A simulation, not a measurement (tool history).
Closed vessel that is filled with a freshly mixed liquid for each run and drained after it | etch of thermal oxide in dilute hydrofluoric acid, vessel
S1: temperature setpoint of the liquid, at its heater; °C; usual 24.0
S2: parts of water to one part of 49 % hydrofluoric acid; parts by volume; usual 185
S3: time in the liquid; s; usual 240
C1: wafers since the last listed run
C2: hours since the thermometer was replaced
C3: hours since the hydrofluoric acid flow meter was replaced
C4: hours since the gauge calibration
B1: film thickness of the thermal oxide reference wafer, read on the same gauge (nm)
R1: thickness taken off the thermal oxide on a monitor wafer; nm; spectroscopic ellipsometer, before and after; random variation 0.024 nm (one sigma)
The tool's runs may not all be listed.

| run | hour | S1 | S2 | S3 | C1 | C2 | C3 | C4 | B1 | R1 |
|---|---|---|---|---|---|---|---|---|---|---|
| 1 | 0.0 | 24.0 | 230 | 240 | 0 | 1025.9 | 1896.7 | 322.1 | 50.07 | 4.56 |
| 2 | 64.1 | 24.0 | 230 | 240 | 4107 | 1090.0 | 1960.8 | 386.2 | 50.10 | 4.57 |
| 3 | 124.5 | 24.0 | 185 | 240 | 3870 | 1150.4 | 2021.2 | 446.6 | 50.20 | 5.96 |
| 4 | 175.0 | 24.0 | 185 | 240 | 3235 | 1200.9 | 2071.7 | 497.1 | 50.23 | 6.00 |
| 5 | 239.0 | 24.0 | 185 | 175 | 4100 | 1264.9 | 2135.7 | 561.1 | 50.34 | 4.32 |
| 6 | 290.9 | 24.0 | 185 | 240 | 3325 | 1316.8 | 2187.6 | 613.0 | 50.33 | 6.00 |
| 7 | 356.7 | 24.0 | 185 | 240 | 4216 | 1382.6 | 2253.4 | 678.8 | 50.50 | 5.98 |
| 8 | 409.4 | 24.0 | 185 | 240 | 3376 | 1435.3 | 2306.1 | 731.5 | 50.57 | 5.97 |
|  | 473.3 | gauge calibrated |
| 9 | 476.3 | 24.0 | 185 | 240 | 4286 | 1502.2 | 2373.0 | 3.0 | 49.97 | 5.95 |
| 10 | 517.5 | 24.0 | 185 | 240 | 2640 | 1543.4 | 2414.2 | 44.2 | 49.89 | 5.93 |
| 11 | 564.3 | 24.0 | 185 | 240 | 2998 | 1590.2 | 2461.0 | 91.0 | 49.92 | 5.99 |
| 12 | 629.3 | 24.0 | 185 | 240 | 4165 | 1655.2 | 2526.0 | 156.0 | 49.96 | 5.89 |
| 13 | 660.9 | 22.5 | 185 | 120 | 2024 | 1686.8 | 2557.6 | 187.6 | 49.94 | 2.80 |
|  | 671.5 | hydrofluoric acid flow meter replaced |
| 14 | 719.7 | 26.5 | 110 | 135 | 3703 | 1745.6 | 48.2 | 246.4 | 50.03 | 6.78 |
| 15 | 748.7 | 24.0 | 185 | 175 | 1858 | 1774.6 | 77.2 | 275.4 | 50.03 | 4.31 |
| 16 | 787.4 | 24.0 | 185 | 240 | 2479 | 1813.3 | 115.9 | 314.1 | 50.04 | 5.91 |
| 17 | 947.0 | 22.5 | 185 | 120 | 10226 | 1972.9 | 275.5 | 473.7 | 50.19 | 2.83 |
| 18 | 991.5 | 28.5 | 185 | 240 | 2851 | 2017.4 | 320.0 | 518.2 | 50.23 | 7.08 |
|  | 1031.5 | thermometer replaced |
| 19 | 1035.4 | 27.0 | 255 | 105 | 2748 | 3.9 | 363.9 | 562.1 | 50.28 | 1.95 |
| 20 | 1080.5 | 22.5 | 250 | 180 | 2889 | 49.0 | 409.0 | 607.2 | 50.40 | 2.94 |
| 21 | 1129.4 | 24.0 | 140 | 240 | 3133 | 97.9 | 457.9 | 656.1 | 50.43 | 8.29 |
| 22 | 1177.8 | 24.0 | 185 | 275 | 3101 | 146.3 | 506.3 | 704.5 | 50.51 | 6.87 |
|  | 1280.0 | gauge calibrated |
| 23 | 1391.8 | 24.0 | 215 | 240 | 13712 | 360.3 | 720.3 | 111.8 | 49.99 | 4.93 |
| 24 | 1444.8 | 26.5 | 110 | 240 | 3396 | 413.3 | 773.3 | 164.8 | 49.97 | 12.06 |
| 25 | 1482.7 | 22.0 | 120 | 295 | 2428 | 451.2 | 811.2 | 202.7 | 50.02 | 11.16 |

Forecast each of these 3 alternatives for the next run:
| A | 1483.4 | 24.0 | 255 | 240 | 44 | 451.9 | 811.9 | 203.4 | ? | ? |
| B | 1483.4 | 26.0 | 155 | 375 | 44 | 451.9 | 811.9 | 203.4 | ? | ? |
| C | 1483.4 | 24.0 | 150 | 240 | 44 | 451.9 | 811.9 | 203.4 | ? | ? |

| run | B1 | R1 |
|---|---|---|
| A | 49.96 | 3.99 |
| B | 49.96 | 12.32 |
| C | 49.96 | 7.60 |
Without the tool's hidden state the same runs would have given:
| run | R1 |
|---|---|
| A | 3.99 |
| B | 12.31 |
| C | 7.60 |
